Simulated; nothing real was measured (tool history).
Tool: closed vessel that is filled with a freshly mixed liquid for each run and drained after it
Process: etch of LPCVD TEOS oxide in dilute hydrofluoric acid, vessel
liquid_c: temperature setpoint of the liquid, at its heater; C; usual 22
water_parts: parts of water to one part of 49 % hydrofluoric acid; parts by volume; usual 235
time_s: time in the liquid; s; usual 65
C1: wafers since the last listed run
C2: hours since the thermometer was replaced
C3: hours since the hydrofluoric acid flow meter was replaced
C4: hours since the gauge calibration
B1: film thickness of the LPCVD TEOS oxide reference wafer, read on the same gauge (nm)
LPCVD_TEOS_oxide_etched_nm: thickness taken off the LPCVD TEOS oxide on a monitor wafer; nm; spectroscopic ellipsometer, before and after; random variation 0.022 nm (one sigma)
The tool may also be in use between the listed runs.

{"run": 1, "hour": 0.0, "liquid_c": 22, "water_parts": 235, "time_s": 65, "C1": 0, "C2": 574.1, "C3": 406.9, "C4": 73, "B1": 30.009, "LPCVD_TEOS_oxide_etched_nm": 5.254}
{"run": 2, "hour": 9.8, "liquid_c": 19, "water_parts": 165, "time_s": 65, "C1": 726, "C2": 583.9, "C3": 416.7, "C4": 82.8, "B1": 30.009, "LPCVD_TEOS_oxide_etched_nm": 7.053}
{"run": 3, "hour": 22.5, "liquid_c": 19, "water_parts": 165, "time_s": 65, "C1": 940, "C2": 596.6, "C3": 429.4, "C4": 95.5, "B1": 29.993, "LPCVD_TEOS_oxide_etched_nm": 7.064}
{"run": 4, "hour": 36.4, "liquid_c": 19, "water_parts": 165, "time_s": 65, "C1": 1029, "C2": 610.5, "C3": 443.3, "C4": 109.4, "B1": 30.021, "LPCVD_TEOS_oxide_etched_nm": 7.08}
{"run": 5, "hour": 44.4, "liquid_c": 22, "water_parts": 235, "time_s": 65, "C1": 592, "C2": 618.5, "C3": 451.3, "C4": 117.4, "B1": 30.032, "LPCVD_TEOS_oxide_etched_nm": 5.275}
{"run": 6, "hour": 56.6, "liquid_c": 22, "water_parts": 235, "time_s": 65, "C1": 903, "C2": 630.7, "C3": 463.5, "C4": 129.6, "B1": 30.03, "LPCVD_TEOS_oxide_etched_nm": 5.286}
{"hour": 65.6, "done": "hydrofluoric acid flow meter replaced"}
{"run": 7, "hour": 68.6, "liquid_c": 22, "water_parts": 295, "time_s": 65, "C1": 814, "C2": 642.7, "C3": 3, "C4": 141.6, "B1": 30.021, "LPCVD_TEOS_oxide_etched_nm": 3.415}
{"run": 8, "hour": 82.6, "liquid_c": 24.5, "water_parts": 175, "time_s": 100, "C1": 1037, "C2": 656.7, "C3": 17, "C4": 155.6, "B1": 29.986, "LPCVD_TEOS_oxide_etched_nm": 10.914}
{"run": 9, "hour": 94.8, "liquid_c": 18, "water_parts": 125, "time_s": 65, "C1": 903, "C2": 668.9, "C3": 29.2, "C4": 167.8, "B1": 29.967, "LPCVD_TEOS_oxide_etched_nm": 8.091}

Run 10 comes next. What will it give?
{"hour": 99.2, "done": "gauge calibrated"}
{"hour": 101.9, "done": "thermometer replaced"}
{"run": 10, "hour": 106.1, "liquid_c": 18, "water_parts": 285, "time_s": 45, "C1": 763, "C2": 4.2, "C3": 40.5, "C4": 6.9, "B1": "?", "LPCVD_TEOS_oxide_etched_nm": "?"}

B1: 30.028
LPCVD_TEOS_oxide_etched_nm: 2.336 nm
Without the tool's hidden state the same run would have given LPCVD_TEOS_oxide_etched_nm 2.322 nm.

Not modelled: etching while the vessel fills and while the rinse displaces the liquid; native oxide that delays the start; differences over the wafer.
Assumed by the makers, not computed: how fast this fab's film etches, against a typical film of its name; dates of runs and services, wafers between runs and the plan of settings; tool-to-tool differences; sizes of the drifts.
